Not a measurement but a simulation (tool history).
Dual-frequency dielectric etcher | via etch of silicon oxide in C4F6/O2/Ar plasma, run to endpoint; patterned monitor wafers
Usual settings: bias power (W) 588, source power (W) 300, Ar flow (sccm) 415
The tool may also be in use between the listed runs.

| run | day | bias power (W) | source power (W) | Ar flow (sccm) | wafers since the last listed run | hours since the last wet clean | hours since the last bias power generator calibration | hours since the last source power generator calibration | hours since the last Ar flow controller change | hours since the last upper electrode change | incoming incoming film thickness, nm | endpoint time (s) |
|---|---|---|---|---|---|---|---|---|---|---|---|---|
| 1 | 0.000 | 634 | 300 | 415 | 0 | 120.5 | 1076.3 | 1769.7 | 4963.0 | 1704.6 | 78.5 | 18.5 |
| 2 | 4.267 | 634 | 300 | 415 | 1304 | 222.9 | 1178.7 | 1872.1 | 5065.4 | 1807.0 | 78.9 | 18.3 |
| 3 | 5.775 | 634 | 300 | 415 | 461 | 259.1 | 1214.9 | 1908.3 | 5101.6 | 1843.2 | 78.2 | 18.3 |
| 4 | 7.438 | 588 | 280 | 415 | 508 | 299.0 | 1254.8 | 1948.2 | 5141.5 | 1883.1 | 78.0 | 19.4 |
| 5 | 13.629 | 588 | 280 | 415 | 1893 | 447.6 | 1403.4 | 2096.8 | 5290.1 | 2031.7 | 78.8 | 19.4 |
| 6 | 15.171 | 588 | 280 | 415 | 471 | 484.6 | 1440.4 | 2133.8 | 5327.1 | 2068.7 | 79.3 | 19.7 |
| 7 | 16.829 | 588 | 300 | 415 | 507 | 524.4 | 1480.2 | 2173.6 | 5366.9 | 2108.5 | 77.9 | 19.0 |
|  | 19.608 | wet clean of the chamber |
| 8 | 19.629 | 588 | 300 | 415 | 550 | 0.5 | 1547.4 | 2240.8 | 5434.1 | 2175.7 | 78.8 | 19.2 |
| 9 | 20.362 | 588 | 300 | 415 | 224 | 18.1 | 1565.0 | 2258.4 | 5451.7 | 2193.3 | 77.3 | 18.8 |
| 10 | 22.392 | 588 | 300 | 415 | 620 | 66.8 | 1613.7 | 2307.1 | 5500.4 | 2242.0 | 77.3 | 18.9 |
|  | 24.200 | source power generator calibrated |
| 11 | 24.262 | 588 | 380 | 449 | 521 | 111.7 | 1658.6 | 1.5 | 5545.3 | 2286.9 | 78.6 | 18.1 |
|  | 26.075 | upper electrode replaced, of another model than before |
| 12 | 26.975 | 588 | 300 | 415 | 523 | 176.8 | 1723.7 | 66.6 | 5610.4 | 21.6 | 77.7 | 19.1 |
| 13 | 29.962 | 539 | 300 | 460 | 913 | 248.5 | 1795.4 | 138.3 | 5682.1 | 93.3 | 78.2 | 20.0 |
| 14 | 32.458 | 588 | 300 | 415 | 763 | 308.4 | 1855.3 | 198.2 | 5742.0 | 153.2 | 78.4 | 19.2 |
|  | 32.821 | bias power generator calibrated |
| 15 | 34.954 | 588 | 280 | 415 | 712 | 368.3 | 51.2 | 258.1 | 5801.9 | 213.1 | 78.8 | 19.9 |
| 16 | 36.525 | 588 | 380 | 449 | 480 | 406.0 | 88.9 | 295.8 | 5839.6 | 250.8 | 78.4 | 18.9 |
|  | 37.212 | Ar flow controller replaced |
| 17 | 37.771 | 588 | 300 | 378 | 304 | 435.9 | 118.8 | 325.7 | 13.4 | 280.7 | 78.1 | 19.3 |
| 18 | 40.375 | 588 | 330 | 415 | 796 | 498.4 | 181.3 | 388.2 | 75.9 | 343.2 | 78.7 | 19.3 |

Run 19 comes next. What will it give?
|  | 43.492 | wet clean of the chamber |
| 19 | 47.821 | 588 | 250 | 415 | 1970 | 103.9 | 360.0 | 566.9 | 254.6 | 521.9 | 78.4 | ? |

endpoint time (s): 20.0
Without the tool's hidden state the same run would have given endpoint time (s) 20.1.
